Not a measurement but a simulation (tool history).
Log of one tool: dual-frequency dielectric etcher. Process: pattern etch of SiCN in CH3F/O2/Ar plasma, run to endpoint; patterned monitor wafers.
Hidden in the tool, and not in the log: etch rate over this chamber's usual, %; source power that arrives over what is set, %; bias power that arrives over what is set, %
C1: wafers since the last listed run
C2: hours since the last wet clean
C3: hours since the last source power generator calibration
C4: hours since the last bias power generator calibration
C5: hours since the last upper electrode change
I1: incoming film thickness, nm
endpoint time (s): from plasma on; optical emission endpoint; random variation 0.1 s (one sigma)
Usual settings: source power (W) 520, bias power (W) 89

run 1 hour=0.0 | source_power_(W)=420 bias_power_(W)=103 | C1=0 C2=131.7 C3=3641.0 C4=1997.9 C5=4349.7 | I1=8.74 | endpoint_time_(s)=18.8
run 2 hour=6.8 | source_power_(W)=420 bias_power_(W)=103 | C1=108 C2=138.5 C3=3647.8 C4=2004.7 C5=4356.5 | I1=8.78 | endpoint_time_(s)=19.1
run 3 hour=16.0 | source_power_(W)=520 bias_power_(W)=89 | C1=146 C2=147.7 C3=3657.0 C4=2013.9 C5=4365.7 | I1=8.74 | endpoint_time_(s)=17.9
run 4 hour=33.1 | source_power_(W)=520 bias_power_(W)=89 | C1=273 C2=164.8 C3=3674.1 C4=2031.0 C5=4382.8 | I1=8.73 | endpoint_time_(s)=18.1
run 5 hour=48.4 | source_power_(W)=520 bias_power_(W)=89 | C1=244 C2=180.1 C3=3689.4 C4=2046.3 C5=4398.1 | I1=8.68 | endpoint_time_(s)=18.0
run 6 hour=57.8 | source_power_(W)=520 bias_power_(W)=105 | C1=150 C2=189.5 C3=3698.8 C4=2055.7 C5=4407.5 | I1=8.64 | endpoint_time_(s)=16.8
run 7 hour=75.0 | source_power_(W)=520 bias_power_(W)=105 | C1=274 C2=206.7 C3=3716.0 C4=2072.9 C5=4424.7 | I1=8.72 | endpoint_time_(s)=17.0
run 8 hour=81.8 | source_power_(W)=520 bias_power_(W)=105 | C1=108 C2=213.5 C3=3722.8 C4=2079.7 C5=4431.5 | I1=8.66 | endpoint_time_(s)=16.9
run 9 hour=97.5 | source_power_(W)=520 bias_power_(W)=99 | C1=250 C2=229.2 C3=3738.5 C4=2095.4 C5=4447.2 | I1=8.71 | endpoint_time_(s)=17.3
run 10 hour=114.4 | source_power_(W)=520 bias_power_(W)=99 | C1=269 C2=246.1 C3=3755.4 C4=2112.3 C5=4464.1 | I1=8.71 | endpoint_time_(s)=17.2
run 11 hour=120.9 | source_power_(W)=520 bias_power_(W)=99 | C1=103 C2=252.6 C3=3761.9 C4=2118.8 C5=4470.6 | I1=8.74 | endpoint_time_(s)=17.3
run 12 hour=133.2 | source_power_(W)=520 bias_power_(W)=89 | C1=196 C2=264.9 C3=3774.2 C4=2131.1 C5=4482.9 | I1=8.65 | endpoint_time_(s)=17.9
run 13 hour=149.9 | source_power_(W)=520 bias_power_(W)=89 | C1=266 C2=281.6 C3=3790.9 C4=2147.8 C5=4499.6 | I1=8.76 | endpoint_time_(s)=18.0
run 14 hour=165.0 | source_power_(W)=520 bias_power_(W)=89 | C1=241 C2=296.7 C3=3806.0 C4=2162.9 C5=4514.7 | I1=8.67 | endpoint_time_(s)=17.9
run 15 hour=191.2 | source_power_(W)=440 bias_power_(W)=89 | C1=418 C2=322.9 C3=3832.2 C4=2189.1 C5=4540.9 | I1=8.70 | endpoint_time_(s)=19.4
-- hour=221.1 upper electrode replaced
run 16 hour=221.6 | source_power_(W)=440 bias_power_(W)=89 | C1=102 C2=353.3 C3=3862.6 C4=2219.5 C5=0.5 | I1=8.63 | endpoint_time_(s)=19.5
-- hour=246.5 wet clean of the chamber
run 17 hour=247.0 | source_power_(W)=600 bias_power_(W)=78 | C1=22 C2=0.5 C3=3888.0 C4=2244.9 C5=25.9 | I1=8.83 | endpoint_time_(s)=18.0
run 18 hour=255.1 | source_power_(W)=480 bias_power_(W)=78 | C1=129 C2=8.6 C3=3896.1 C4=2253.0 C5=34.0 | I1=8.66 | endpoint_time_(s)=19.7
-- hour=264.4 bias power generator calibrated
run 19 hour=269.8 | source_power_(W)=470 bias_power_(W)=97 | C1=170 C2=23.3 C3=3910.8 C4=5.4 C5=48.7 | I1=8.71 | endpoint_time_(s)=18.4
-- hour=275.4 source power generator calibrated
run 20 hour=286.7 | source_power_(W)=420 bias_power_(W)=103 | C1=206 C2=40.2 C3=11.3 C4=22.3 C5=65.6 | I1=8.71 | endpoint_time_(s)=18.8
run 21 hour=297.7 | source_power_(W)=600 bias_power_(W)=97 | C1=175 C2=51.2 C3=22.3 C4=33.3 C5=76.6 | I1=8.77 | endpoint_time_(s)=16.7
run 22 hour=310.2 | source_power_(W)=650 bias_power_(W)=80 | C1=199 C2=63.7 C3=34.8 C4=45.8 C5=89.1 | I1=8.79 | endpoint_time_(s)=17.1
run 23 hour=322.4 | source_power_(W)=520 bias_power_(W)=89 | C1=194 C2=75.9 C3=47.0 C4=58.0 C5=101.3 | I1=8.61 | endpoint_time_(s)=17.8
run 24 hour=329.0 | source_power_(W)=410 bias_power_(W)=98 | C1=105 C2=82.5 C3=53.6 C4=64.6 C5=107.9 | I1=8.59 | endpoint_time_(s)=19.3
run 25 hour=336.6 | source_power_(W)=590 bias_power_(W)=106 | C1=121 C2=90.1 C3=61.2 C4=72.2 C5=115.5 | I1=8.65 | endpoint_time_(s)=15.9
run 26 hour=343.9 | source_power_(W)=520 bias_power_(W)=89 | C1=116 C2=97.4 C3=68.5 C4=79.5 C5=122.8 | I1=8.67 | endpoint_time_(s)=17.8
run 27 hour=355.1 | source_power_(W)=520 bias_power_(W)=89 | C1=178 C2=108.6 C3=79.7 C4=90.7 C5=134.0 | I1=8.75 | endpoint_time_(s)=18.3
run 28 hour=361.6 | source_power_(W)=520 bias_power_(W)=89 | C1=103 C2=115.1 C3=86.2 C4=97.2 C5=140.5 | I1=8.74 | endpoint_time_(s)=18.2
run 29 hour=374.3 | source_power_(W)=460 bias_power_(W)=95 | C1=202 C2=127.8 C3=98.9 C4=109.9 C5=153.2 | I1=8.74 | endpoint_time_(s)=18.7
run 30 hour=386.8 | source_power_(W)=410 bias_power_(W)=72 | C1=199 C2=140.3 C3=111.4 C4=122.4 C5=165.7 | I1=8.74 | endpoint_time_(s)=22.1
run 31 hour=406.8 | source_power_(W)=550 bias_power_(W)=78 | C1=319 C2=160.3 C3=131.4 C4=142.4 C5=185.7 | I1=8.67 | endpoint_time_(s)=18.4
run 32 hour=422.3 | source_power_(W)=560 bias_power_(W)=73 | C1=247 C2=175.8 C3=146.9 C4=157.9 C5=201.2 | I1=8.68 | endpoint_time_(s)=18.7

Forecast each of these 3 alternatives for the next run:
run A hour=422.7 | source_power_(W)=630 bias_power_(W)=89 | C1=6 C2=176.2 C3=147.3 C4=158.3 C5=201.6 | I1=8.67 | endpoint_time_(s)=?
run B hour=422.7 | source_power_(W)=580 bias_power_(W)=80 | C1=6 C2=176.2 C3=147.3 C4=158.3 C5=201.6 | I1=8.67 | endpoint_time_(s)=?
run C hour=422.7 | source_power_(W)=590 bias_power_(W)=107 | C1=6 C2=176.2 C3=147.3 C4=158.3 C5=201.6 | I1=8.67 | endpoint_time_(s)=?

run=A endpoint_time_(s)=16.4
run=B endpoint_time_(s)=17.8
run=C endpoint_time_(s)=15.8
Without the tool's hidden state the same runs would have given:
run=A endpoint_time_(s)=16.4
run=B endpoint_time_(s)=17.8
run=C endpoint_time_(s)=15.8

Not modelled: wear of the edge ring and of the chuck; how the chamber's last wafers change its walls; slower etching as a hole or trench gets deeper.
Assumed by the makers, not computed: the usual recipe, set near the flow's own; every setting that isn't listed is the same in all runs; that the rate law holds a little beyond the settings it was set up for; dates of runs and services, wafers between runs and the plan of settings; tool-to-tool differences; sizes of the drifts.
